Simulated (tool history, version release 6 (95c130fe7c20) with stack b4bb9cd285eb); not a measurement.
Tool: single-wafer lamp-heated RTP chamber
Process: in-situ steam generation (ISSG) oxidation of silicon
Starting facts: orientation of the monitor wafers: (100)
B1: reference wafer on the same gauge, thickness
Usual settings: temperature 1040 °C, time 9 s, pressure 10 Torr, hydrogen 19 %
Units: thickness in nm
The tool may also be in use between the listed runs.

run 1 hour=0 | temperature=1040 time=9 pressure=10 hydrogen=19 | B1=4.16 | thickness=4.01
run 2 hour=47.4 | temperature=1040 time=9 pressure=10 hydrogen=19 | B1=4.16 | thickness=4.014
run 3 hour=92.8 | temperature=1040 time=9 pressure=10 hydrogen=19 | B1=4.161 | thickness=4.012
run 4 hour=176.1 | temperature=1040 time=9 pressure=10 hydrogen=19 | B1=4.16 | thickness=4.016
-- hour=236.6 pyrometer window cleaned and pyrometer calibrated
run 5 hour=245.9 | temperature=1040 time=9 pressure=10 hydrogen=19 | B1=4.16 | thickness=4.003
run 6 hour=299.7 | temperature=1040 time=9 pressure=10 hydrogen=19 | B1=4.16 | thickness=3.995
run 7 hour=378.9 | temperature=1040 time=9 pressure=10.2 hydrogen=14 | B1=4.161 | thickness=3.713
run 8 hour=463.8 | temperature=1040 time=9 pressure=10.2 hydrogen=14 | B1=4.16 | thickness=3.721
-- hour=515.4 pressure gauge zeroed
run 9 hour=528.6 | temperature=1030 time=8 pressure=8.7 hydrogen=27 | B1=4.158 | thickness=4.084
-- hour=537.2 hydrogen flow controller replaced
run 10 hour=580.7 | temperature=1046 time=6 pressure=10 hydrogen=19 | B1=4.161 | thickness=3.405
-- hour=629.7 pyrometer window cleaned and pyrometer calibrated
run 11 hour=640.8 | temperature=1040 time=9 pressure=10.2 hydrogen=19 | B1=4.161 | thickness=3.992
run 12 hour=823.2 | temperature=1032 time=9 pressure=10 hydrogen=22 | B1=4.159 | thickness=4.015
-- hour=854.1 gauge calibrated
run 13 hour=881.8 | temperature=1040 time=9 pressure=10.2 hydrogen=19 | B1=4.16 | thickness=4.006
run 14 hour=970.4 | temperature=1051 time=8 pressure=10.2 hydrogen=24 | B1=4.164 | thickness=4.199
run 15 hour=1030.1 | temperature=1029 time=11 pressure=10 hydrogen=19 | B1=4.161 | thickness=4.233
-- hour=1041.2 pyrometer window cleaned and pyrometer calibrated
run 16 hour=1083.6 | temperature=1033 time=7 pressure=9.3 hydrogen=15 | B1=4.16 | thickness=3.313
run 17 hour=1170.6 | temperature=1040 time=9 pressure=10.2 hydrogen=14 | B1=4.156 | thickness=3.707

3 ways to go on from here, each from the tool as it stands after run 17. What would each give?
run A hour=1171 | temperature=1040 time=5 pressure=10 hydrogen=19 | B1=? | thickness=?
run B hour=1171 | temperature=1040 time=9 pressure=10 hydrogen=26 | B1=? | thickness=?
run C hour=1171 | temperature=1047 time=12 pressure=10.2 hydrogen=26 | B1=? | thickness=?

run=A B1=4.161 thickness=3.054
run=B B1=4.161 thickness=4.322
run=C B1=4.161 thickness=5.089
Take away the tool's hidden state, keep each run's random variation, and the runs would have read:
run=A thickness=3.046
run=B thickness=4.309
run=C thickness=5.071

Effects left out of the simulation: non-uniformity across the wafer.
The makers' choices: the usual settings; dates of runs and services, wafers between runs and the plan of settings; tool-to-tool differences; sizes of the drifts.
